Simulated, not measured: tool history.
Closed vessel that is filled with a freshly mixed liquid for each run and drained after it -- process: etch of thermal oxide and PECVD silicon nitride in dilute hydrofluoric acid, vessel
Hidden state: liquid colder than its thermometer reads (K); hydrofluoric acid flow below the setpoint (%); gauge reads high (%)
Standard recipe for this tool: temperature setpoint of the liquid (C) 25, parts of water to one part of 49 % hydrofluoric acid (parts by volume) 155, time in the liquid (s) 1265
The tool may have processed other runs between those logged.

run,day,temperature setpoint of the liquid (C),parts of water to one part of 49 % hydrofluoric acid (parts by volume),time in the liquid (s),wafers since the last listed run,hours since the thermometer was replaced,hours since the hydrofluoric acid flow meter was replaced,hours since the gauge calibration,"read-back film thickness of the thermal oxide reference wafer, read on the same gauge (nm)","read-back film thickness of the PECVD silicon nitride reference wafer, read on the same gauge (nm)",thickness taken off the thermal oxide on a monitor wafer (Å),thickness taken off the PECVD silicon nitride on a monitor wafer (Å)
1,0,25,155,1265,0,2092.9,1390,94.2,120.01,140,352,348.8
2,1.133,25,155,1265,1784,2120.1,1417.2,121.4,119.99,140,351.2,351.2
3,1.75,25,155,1265,971,2134.9,1432,136.2,119.98,139.99,349.8,350.2
4,2.546,25,155,1425,1253,2154,1451.1,155.3,120,139.98,395,397.8
5,3.658,25,155,1425,1751,2180.7,1477.8,182,120,139.99,397,394.4
6,5.108,25,155,1425,2283,2215.5,1512.6,216.8,120,139.99,395.5,399.3
7,6.142,25,155,1265,1627,2240.3,1537.4,241.6,120,140,349,353.1
# day 7.842: thermometer replaced
# day 7.842: hydrofluoric acid flow meter replaced
8,10.312,25,155,1265,6501,59.3,59.3,341.7,119.99,139.99,350.8,355.4
# day 10.688: gauge calibrated
9,11.4,20,155,1265,1712,85.4,85.4,17.1,120.01,140,290.5,250.2
10,12.196,21.5,155,595,1253,104.5,104.5,36.2,119.99,139.99,144.1,131.3
11,13.012,25,115,630,1285,124.1,124.1,55.8,119.99,140,245.5,234.4

Estimate the outcome of run 12 from the log above:
12,14.042,21.5,155,595,1620,148.8,148.8,80.5,?,?,?,?

read-back film thickness of the thermal oxide reference wafer, read on the same gauge (nm): 120.01
read-back film thickness of the PECVD silicon nitride reference wafer, read on the same gauge (nm): 139.99
thickness taken off the thermal oxide on a monitor wafer (Å): 144.7
thickness taken off the PECVD silicon nitride on a monitor wafer (Å): 132.7
If the tool had no hidden condition, the same run with the same run-to-run variation would have returned thickness taken off the thermal oxide on a monitor wafer (Å) 144.7, thickness taken off the PECVD silicon nitride on a monitor wafer (Å) 132.7.
